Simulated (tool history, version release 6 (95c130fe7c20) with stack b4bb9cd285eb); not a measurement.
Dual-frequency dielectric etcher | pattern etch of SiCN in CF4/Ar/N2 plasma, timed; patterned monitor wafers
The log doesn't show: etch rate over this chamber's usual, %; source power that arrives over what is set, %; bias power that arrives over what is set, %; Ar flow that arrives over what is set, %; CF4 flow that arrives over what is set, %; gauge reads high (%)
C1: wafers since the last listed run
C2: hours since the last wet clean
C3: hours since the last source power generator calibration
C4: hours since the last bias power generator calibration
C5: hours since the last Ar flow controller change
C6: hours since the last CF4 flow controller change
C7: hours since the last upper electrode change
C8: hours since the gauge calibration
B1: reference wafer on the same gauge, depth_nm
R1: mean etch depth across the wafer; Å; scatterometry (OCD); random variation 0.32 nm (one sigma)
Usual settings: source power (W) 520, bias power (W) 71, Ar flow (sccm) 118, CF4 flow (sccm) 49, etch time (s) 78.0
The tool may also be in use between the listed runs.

{"run": 1, "hour": 0.0, "source power (W)": 520, "bias power (W)": 75, "Ar flow (sccm)": 118, "CF4 flow (sccm)": 49, "etch time (s)": 78.0, "C1": 0, "C2": 416.9, "C3": 1774.2, "C4": 4172.9, "C5": 3753.9, "C6": 4359.8, "C7": 2765.0, "C8": 238.8, "B1": 77.7, "R1": 713}
{"hour": 9.7, "done": "gauge calibrated"}
{"hour": 30.4, "done": "wet clean of the chamber"}
{"run": 2, "hour": 30.9, "source power (W)": 520, "bias power (W)": 75, "Ar flow (sccm)": 118, "CF4 flow (sccm)": 49, "etch time (s)": 78.0, "C1": 63, "C2": 0.5, "C3": 1805.1, "C4": 4203.8, "C5": 3784.8, "C6": 4390.7, "C7": 2795.9, "C8": 21.2, "B1": 77.6, "R1": 731}
{"run": 3, "hour": 31.2, "source power (W)": 520, "bias power (W)": 75, "Ar flow (sccm)": 118, "CF4 flow (sccm)": 49, "etch time (s)": 78.0, "C1": 2, "C2": 0.8, "C3": 1805.4, "C4": 4204.1, "C5": 3785.1, "C6": 4391.0, "C7": 2796.2, "C8": 21.5, "B1": 77.7, "R1": 733}
{"run": 4, "hour": 42.2, "source power (W)": 520, "bias power (W)": 71, "Ar flow (sccm)": 118, "CF4 flow (sccm)": 49, "etch time (s)": 78.0, "C1": 101, "C2": 11.8, "C3": 1816.4, "C4": 4215.1, "C5": 3796.1, "C6": 4402.0, "C7": 2807.2, "C8": 32.5, "B1": 77.6, "R1": 712}
{"run": 5, "hour": 51.0, "source power (W)": 520, "bias power (W)": 71, "Ar flow (sccm)": 118, "CF4 flow (sccm)": 49, "etch time (s)": 78.0, "C1": 81, "C2": 20.6, "C3": 1825.2, "C4": 4223.9, "C5": 3804.9, "C6": 4410.8, "C7": 2816.0, "C8": 41.3, "B1": 77.6, "R1": 722}
{"run": 6, "hour": 67.8, "source power (W)": 520, "bias power (W)": 71, "Ar flow (sccm)": 118, "CF4 flow (sccm)": 49, "etch time (s)": 78.0, "C1": 154, "C2": 37.4, "C3": 1842.0, "C4": 4240.7, "C5": 3821.7, "C6": 4427.6, "C7": 2832.8, "C8": 58.1, "B1": 77.6, "R1": 714}
{"run": 7, "hour": 84.2, "source power (W)": 520, "bias power (W)": 71, "Ar flow (sccm)": 118, "CF4 flow (sccm)": 49, "etch time (s)": 78.0, "C1": 151, "C2": 53.8, "C3": 1858.4, "C4": 4257.1, "C5": 3838.1, "C6": 4444.0, "C7": 2849.2, "C8": 74.5, "B1": 77.6, "R1": 712}
{"run": 8, "hour": 100.7, "source power (W)": 440, "bias power (W)": 71, "Ar flow (sccm)": 118, "CF4 flow (sccm)": 49, "etch time (s)": 78.0, "C1": 152, "C2": 70.3, "C3": 1874.9, "C4": 4273.6, "C5": 3854.6, "C6": 4460.5, "C7": 2865.7, "C8": 91.0, "B1": 77.6, "R1": 601}
{"run": 9, "hour": 108.8, "source power (W)": 520, "bias power (W)": 71, "Ar flow (sccm)": 118, "CF4 flow (sccm)": 56, "etch time (s)": 78.0, "C1": 74, "C2": 78.4, "C3": 1883.0, "C4": 4281.7, "C5": 3862.7, "C6": 4468.6, "C7": 2873.8, "C8": 99.1, "B1": 77.7, "R1": 739}
{"hour": 120.4, "done": "bias power generator calibrated"}
{"run": 10, "hour": 122.7, "source power (W)": 520, "bias power (W)": 71, "Ar flow (sccm)": 118, "CF4 flow (sccm)": 49, "etch time (s)": 78.0, "C1": 91, "C2": 92.3, "C3": 1896.9, "C4": 2.3, "C5": 3876.6, "C6": 4482.5, "C7": 2887.7, "C8": 113.0, "B1": 77.7, "R1": 709}
{"run": 11, "hour": 136.7, "source power (W)": 620, "bias power (W)": 71, "Ar flow (sccm)": 137, "CF4 flow (sccm)": 44, "etch time (s)": 97.5, "C1": 129, "C2": 106.3, "C3": 1910.9, "C4": 16.3, "C5": 3890.6, "C6": 4496.5, "C7": 2901.7, "C8": 127.0, "B1": 77.7, "R1": 1001}
{"run": 12, "hour": 152.3, "source power (W)": 520, "bias power (W)": 83, "Ar flow (sccm)": 118, "CF4 flow (sccm)": 39, "etch time (s)": 78.0, "C1": 143, "C2": 121.9, "C3": 1926.5, "C4": 31.9, "C5": 3906.2, "C6": 4512.1, "C7": 2917.3, "C8": 142.6, "B1": 77.7, "R1": 711}
{"hour": 176.5, "done": "Ar flow controller replaced"}
{"hour": 181.2, "done": "upper electrode replaced"}
{"run": 13, "hour": 181.7, "source power (W)": 520, "bias power (W)": 71, "Ar flow (sccm)": 118, "CF4 flow (sccm)": 49, "etch time (s)": 78.0, "C1": 172, "C2": 151.3, "C3": 1955.9, "C4": 61.3, "C5": 5.2, "C6": 4541.5, "C7": 0.5, "C8": 172.0, "B1": 77.6, "R1": 705}
{"run": 14, "hour": 182.0, "source power (W)": 580, "bias power (W)": 71, "Ar flow (sccm)": 118, "CF4 flow (sccm)": 49, "etch time (s)": 59.0, "C1": 2, "C2": 151.6, "C3": 1956.2, "C4": 61.6, "C5": 5.5, "C6": 4541.8, "C7": 0.8, "C8": 172.3, "B1": 77.6, "R1": 594}
{"hour": 186.9, "done": "source power generator calibrated"}
{"hour": 197.1, "done": "CF4 flow controller replaced"}
{"run": 15, "hour": 197.6, "source power (W)": 520, "bias power (W)": 54, "Ar flow (sccm)": 103, "CF4 flow (sccm)": 49, "etch time (s)": 78.0, "C1": 51, "C2": 167.2, "C3": 10.7, "C4": 77.2, "C5": 21.1, "C6": 0.5, "C7": 16.4, "C8": 187.9, "B1": 77.6, "R1": 636}
{"run": 16, "hour": 213.1, "source power (W)": 600, "bias power (W)": 71, "Ar flow (sccm)": 106, "CF4 flow (sccm)": 41, "etch time (s)": 78.0, "C1": 142, "C2": 182.7, "C3": 26.2, "C4": 92.7, "C5": 36.6, "C6": 16.0, "C7": 31.9, "C8": 203.4, "B1": 77.6, "R1": 779}
{"run": 17, "hour": 229.2, "source power (W)": 520, "bias power (W)": 71, "Ar flow (sccm)": 118, "CF4 flow (sccm)": 49, "etch time (s)": 78.0, "C1": 148, "C2": 198.8, "C3": 42.3, "C4": 108.8, "C5": 52.7, "C6": 32.1, "C7": 48.0, "C8": 219.5, "B1": 77.6, "R1": 702}
{"run": 18, "hour": 236.4, "source power (W)": 520, "bias power (W)": 71, "Ar flow (sccm)": 118, "CF4 flow (sccm)": 44, "etch time (s)": 78.0, "C1": 66, "C2": 206.0, "C3": 49.5, "C4": 116.0, "C5": 59.9, "C6": 39.3, "C7": 55.2, "C8": 226.7, "B1": 77.6, "R1": 681}
{"run": 19, "hour": 250.3, "source power (W)": 440, "bias power (W)": 71, "Ar flow (sccm)": 118, "CF4 flow (sccm)": 49, "etch time (s)": 56.5, "C1": 128, "C2": 219.9, "C3": 63.4, "C4": 129.9, "C5": 73.8, "C6": 53.2, "C7": 69.1, "C8": 240.6, "B1": 77.7, "R1": 430}
{"hour": 259.9, "done": "gauge calibrated"}
{"run": 20, "hour": 261.9, "source power (W)": 640, "bias power (W)": 71, "Ar flow (sccm)": 118, "CF4 flow (sccm)": 49, "etch time (s)": 78.0, "C1": 106, "C2": 231.5, "C3": 75.0, "C4": 141.5, "C5": 85.4, "C6": 64.8, "C7": 80.7, "C8": 2.0, "B1": 77.6, "R1": 855}

Forecast run 21:
{"run": 21, "hour": 276.1, "source power (W)": 520, "bias power (W)": 71, "Ar flow (sccm)": 131, "CF4 flow (sccm)": 49, "etch time (s)": 78.0, "C1": 130, "C2": 245.7, "C3": 89.2, "C4": 155.7, "C5": 99.6, "C6": 79.0, "C7": 94.9, "C8": 16.2, "B1": "?", "R1": "?"}

B1: 77.5
R1: 691 Å
Without the tool's hidden state the same run would have given R1 713 Å.

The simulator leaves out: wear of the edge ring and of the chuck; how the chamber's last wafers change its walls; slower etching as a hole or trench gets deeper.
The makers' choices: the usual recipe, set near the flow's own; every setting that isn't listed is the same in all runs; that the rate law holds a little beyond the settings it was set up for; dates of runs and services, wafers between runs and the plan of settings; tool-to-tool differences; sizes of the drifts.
